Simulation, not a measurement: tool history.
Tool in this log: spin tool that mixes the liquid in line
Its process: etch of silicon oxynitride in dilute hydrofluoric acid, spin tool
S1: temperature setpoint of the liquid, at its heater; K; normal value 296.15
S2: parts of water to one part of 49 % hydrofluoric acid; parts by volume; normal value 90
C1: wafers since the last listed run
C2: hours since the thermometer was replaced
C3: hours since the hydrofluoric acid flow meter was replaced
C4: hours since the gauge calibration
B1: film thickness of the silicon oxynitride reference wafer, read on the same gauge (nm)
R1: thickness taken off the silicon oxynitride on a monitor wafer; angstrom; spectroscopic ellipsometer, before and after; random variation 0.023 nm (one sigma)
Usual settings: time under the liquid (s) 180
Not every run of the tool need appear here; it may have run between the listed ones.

run 1 hour=0 | S1=296.15 S2=90 time_under_the_liquid_(s)=205 | C1=0 C2=458.9 C3=1194.8 C4=14.4 | B1=89.99 | R1=76.5
run 2 hour=66.7 | S1=296.15 S2=110 time_under_the_liquid_(s)=180 | C1=490 C2=525.6 C3=1261.5 C4=81.1 | B1=89.99 | R1=54.4
-- hour=82.9 thermometer replaced
run 3 hour=91.3 | S1=296.15 S2=110 time_under_the_liquid_(s)=180 | C1=173 C2=8.4 C3=1286.1 C4=105.7 | B1=90 | R1=54.4
run 4 hour=150.5 | S1=296.15 S2=110 time_under_the_liquid_(s)=180 | C1=435 C2=67.6 C3=1345.3 C4=164.9 | B1=90 | R1=54.3
run 5 hour=215.3 | S1=296.15 S2=90 time_under_the_liquid_(s)=180 | C1=476 C2=132.4 C3=1410.1 C4=229.7 | B1=90.01 | R1=67.4
run 6 hour=243.1 | S1=296.15 S2=90 time_under_the_liquid_(s)=180 | C1=204 C2=160.2 C3=1437.9 C4=257.5 | B1=90.01 | R1=67.7
run 7 hour=279.9 | S1=299.65 S2=90 time_under_the_liquid_(s)=180 | C1=270 C2=197 C3=1474.7 C4=294.3 | B1=90 | R1=79.2
run 8 hour=321.1 | S1=296.15 S2=90 time_under_the_liquid_(s)=180 | C1=302 C2=238.2 C3=1515.9 C4=335.5 | B1=90.03 | R1=68.2
run 9 hour=351.4 | S1=292.65 S2=65 time_under_the_liquid_(s)=180 | C1=222 C2=268.5 C3=1546.2 C4=365.8 | B1=90 | R1=80.5
run 10 hour=404 | S1=292.65 S2=65 time_under_the_liquid_(s)=180 | C1=386 C2=321.1 C3=1598.8 C4=418.4 | B1=90 | R1=80.7
run 11 hour=467.1 | S1=296.15 S2=90 time_under_the_liquid_(s)=75 | C1=463 C2=384.2 C3=1661.9 C4=481.5 | B1=89.98 | R1=28.2
-- hour=475.5 hydrofluoric acid flow meter replaced
run 12 hour=502.4 | S1=293.65 S2=115 time_under_the_liquid_(s)=220 | C1=252 C2=419.5 C3=26.9 C4=516.8 | B1=90.02 | R1=54.9
-- hour=544.2 thermometer replaced
run 13 hour=547.4 | S1=296.15 S2=120 time_under_the_liquid_(s)=75 | C1=323 C2=3.2 C3=71.9 C4=561.8 | B1=90.01 | R1=20.2
-- hour=593 gauge calibrated
run 14 hour=614.9 | S1=296.15 S2=70 time_under_the_liquid_(s)=75 | C1=496 C2=70.7 C3=139.4 C4=21.9 | B1=89.99 | R1=36
run 15 hour=684.2 | S1=296.15 S2=90 time_under_the_liquid_(s)=180 | C1=509 C2=140 C3=208.7 C4=91.2 | B1=90 | R1=66
run 16 hour=772.4 | S1=296.15 S2=90 time_under_the_liquid_(s)=180 | C1=648 C2=228.2 C3=296.9 C4=179.4 | B1=90.02 | R1=66.4
run 17 hour=817.1 | S1=301.15 S2=125 time_under_the_liquid_(s)=280 | C1=328 C2=272.9 C3=341.6 C4=224.1 | B1=89.99 | R1=91.2
run 18 hour=849.5 | S1=296.15 S2=90 time_under_the_liquid_(s)=180 | C1=238 C2=305.3 C3=374 C4=256.5 | B1=89.99 | R1=66.2
run 19 hour=910.3 | S1=298.15 S2=55 time_under_the_liquid_(s)=235 | C1=446 C2=366.1 C3=434.8 C4=317.3 | B1=89.99 | R1=160.5
run 20 hour=962.5 | S1=300.15 S2=90 time_under_the_liquid_(s)=290 | C1=383 C2=418.3 C3=487 C4=369.5 | B1=90.01 | R1=129.4

Alternative continuations, all from the tool just after run 20; predict every row:
run A hour=963 | S1=296.15 S2=90 time_under_the_liquid_(s)=180 | C1=3 C2=418.8 C3=487.5 C4=370 | B1=? | R1=?
run B hour=963 | S1=294.15 S2=90 time_under_the_liquid_(s)=90 | C1=3 C2=418.8 C3=487.5 C4=370 | B1=? | R1=?
run C hour=963 | S1=294.65 S2=110 time_under_the_liquid_(s)=180 | C1=3 C2=418.8 C3=487.5 C4=370 | B1=? | R1=?

run=A B1=89.98 R1=66.7
run=B B1=89.98 R1=30.3
run=C B1=89.98 R1=50
Stripped of hidden state, with their random variation kept, the same runs would have yielded:
run=A R1=65.9
run=B R1=29.9
run=C R1=49.4
